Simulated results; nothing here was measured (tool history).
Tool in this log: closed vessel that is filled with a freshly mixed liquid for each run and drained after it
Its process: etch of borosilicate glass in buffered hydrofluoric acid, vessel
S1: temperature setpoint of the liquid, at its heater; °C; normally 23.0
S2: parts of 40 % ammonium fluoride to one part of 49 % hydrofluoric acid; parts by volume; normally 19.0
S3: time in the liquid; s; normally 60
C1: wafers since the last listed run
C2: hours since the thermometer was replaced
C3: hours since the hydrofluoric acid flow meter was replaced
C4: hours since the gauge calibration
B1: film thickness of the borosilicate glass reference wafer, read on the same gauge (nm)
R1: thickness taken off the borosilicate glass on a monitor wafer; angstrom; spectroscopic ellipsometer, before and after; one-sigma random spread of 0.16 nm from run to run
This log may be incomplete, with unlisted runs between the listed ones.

run 1 hour=0.0 | S1=23.0 S2=19.0 S3=60 | C1=0 C2=1148.1 C3=1362.5 C4=1034.5 | B1=90.02 | R1=383.2
run 2 hour=29.3 | S1=23.0 S2=19.0 S3=60 | C1=3535 C2=1177.4 C3=1391.8 C4=1063.8 | B1=90.01 | R1=384.3
run 3 hour=80.2 | S1=23.0 S2=19.0 S3=60 | C1=6142 C2=1228.3 C3=1442.7 C4=1114.7 | B1=90.01 | R1=385.8
run 4 hour=149.4 | S1=23.0 S2=19.0 S3=60 | C1=8350 C2=1297.5 C3=1511.9 C4=1183.9 | B1=89.98 | R1=387.2
run 5 hour=190.4 | S1=23.0 S2=19.0 S3=60 | C1=4947 C2=1338.5 C3=1552.9 C4=1224.9 | B1=89.97 | R1=382.8
run 6 hour=227.0 | S1=23.0 S2=19.0 S3=60 | C1=4416 C2=1375.1 C3=1589.5 C4=1261.5 | B1=90.01 | R1=384.8
run 7 hour=261.1 | S1=23.0 S2=19.0 S3=50 | C1=4114 C2=1409.2 C3=1623.6 C4=1295.6 | B1=90.01 | R1=320.9
run 8 hour=324.1 | S1=23.0 S2=19.0 S3=60 | C1=7602 C2=1472.2 C3=1686.6 C4=1358.6 | B1=90.01 | R1=386.9
run 9 hour=394.8 | S1=23.0 S2=19.0 S3=60 | C1=8531 C2=1542.9 C3=1757.3 C4=1429.3 | B1=90.00 | R1=383.6
run 10 hour=419.5 | S1=23.0 S2=19.0 S3=60 | C1=2980 C2=1567.6 C3=1782.0 C4=1454.0 | B1=90.01 | R1=385.4
run 11 hour=457.9 | S1=23.0 S2=19.0 S3=60 | C1=4633 C2=1606.0 C3=1820.4 C4=1492.4 | B1=90.01 | R1=386.1
run 12 hour=507.0 | S1=23.0 S2=19.0 S3=60 | C1=5924 C2=1655.1 C3=1869.5 C4=1541.5 | B1=89.99 | R1=386.2
-- hour=538.9 gauge calibrated
run 13 hour=569.3 | S1=25.5 S2=14.0 S3=35 | C1=7517 C2=1717.4 C3=1931.8 C4=30.4 | B1=90.01 | R1=349.0
run 14 hour=622.3 | S1=20.5 S2=26.0 S3=40 | C1=6395 C2=1770.4 C3=1984.8 C4=83.4 | B1=90.01 | R1=182.0
-- hour=638.0 hydrofluoric acid flow meter replaced
run 15 hour=656.6 | S1=23.0 S2=24.0 S3=45 | C1=4018 C2=1804.7 C3=18.6 C4=117.7 | B1=90.00 | R1=249.9
run 16 hour=704.9 | S1=23.0 S2=19.0 S3=60 | C1=5828 C2=1853.0 C3=66.9 C4=166.0 | B1=89.99 | R1=402.2
run 17 hour=875.5 | S1=23.0 S2=19.0 S3=60 | C1=20586 C2=2023.6 C3=237.5 C4=336.6 | B1=89.98 | R1=402.3
-- hour=894.0 thermometer replaced
run 18 hour=945.9 | S1=27.0 S2=24.5 S3=90 | C1=8374 C2=51.9 C3=307.9 C4=407.0 | B1=90.01 | R1=581.5
run 19 hour=998.5 | S1=26.5 S2=22.0 S3=60 | C1=6347 C2=104.5 C3=360.5 C4=459.6 | B1=89.98 | R1=405.0
run 20 hour=1057.5 | S1=23.0 S2=19.0 S3=40 | C1=7119 C2=163.5 C3=419.5 C4=518.6 | B1=90.00 | R1=253.1
run 21 hour=1092.4 | S1=23.0 S2=19.0 S3=95 | C1=4211 C2=198.4 C3=454.4 C4=553.5 | B1=90.03 | R1=598.1
run 22 hour=1161.2 | S1=28.0 S2=15.5 S3=35 | C1=8302 C2=267.2 C3=523.2 C4=622.3 | B1=90.01 | R1=352.7
run 23 hour=1189.2 | S1=26.5 S2=22.0 S3=60 | C1=3378 C2=295.2 C3=551.2 C4=650.3 | B1=89.98 | R1=407.5
run 24 hour=1218.6 | S1=23.0 S2=16.5 S3=80 | C1=3547 C2=324.6 C3=580.6 C4=679.7 | B1=90.02 | R1=581.5

The tool's hidden state at each run:
gauge reads high (%): 0 on each run
H1: liquid hotter than its thermometer reads (K)
H2: hydrofluoric acid flow below the setpoint (%)
run=1 H1=0.787 H2=2.99
run=2 H1=0.802 H2=3.04
run=3 H1=0.828 H2=3.12
run=4 H1=0.864 H2=3.23
run=5 H1=0.885 H2=3.3
run=6 H1=0.904 H2=3.36
run=7 H1=0.921 H2=3.41
run=8 H1=0.954 H2=3.51
run=9 H1=0.99 H2=3.62
run=10 H1=1 H2=3.66
run=11 H1=1.02 H2=3.72
run=12 H1=1.05 H2=3.8
run=13 H1=1.08 H2=3.9
run=14 H1=1.11 H2=3.99
run=15 H1=1.12 H2=0.716
run=16 H1=1.15 H2=0.793
run=17 H1=1.24 H2=1.07
run=18 H1=0.134 H2=1.18
run=19 H1=0.161 H2=1.26
run=20 H1=0.192 H2=1.36
run=21 H1=0.209 H2=1.41
run=22 H1=0.245 H2=1.52
run=23 H1=0.259 H2=1.57
run=24 H1=0.274 H2=1.61

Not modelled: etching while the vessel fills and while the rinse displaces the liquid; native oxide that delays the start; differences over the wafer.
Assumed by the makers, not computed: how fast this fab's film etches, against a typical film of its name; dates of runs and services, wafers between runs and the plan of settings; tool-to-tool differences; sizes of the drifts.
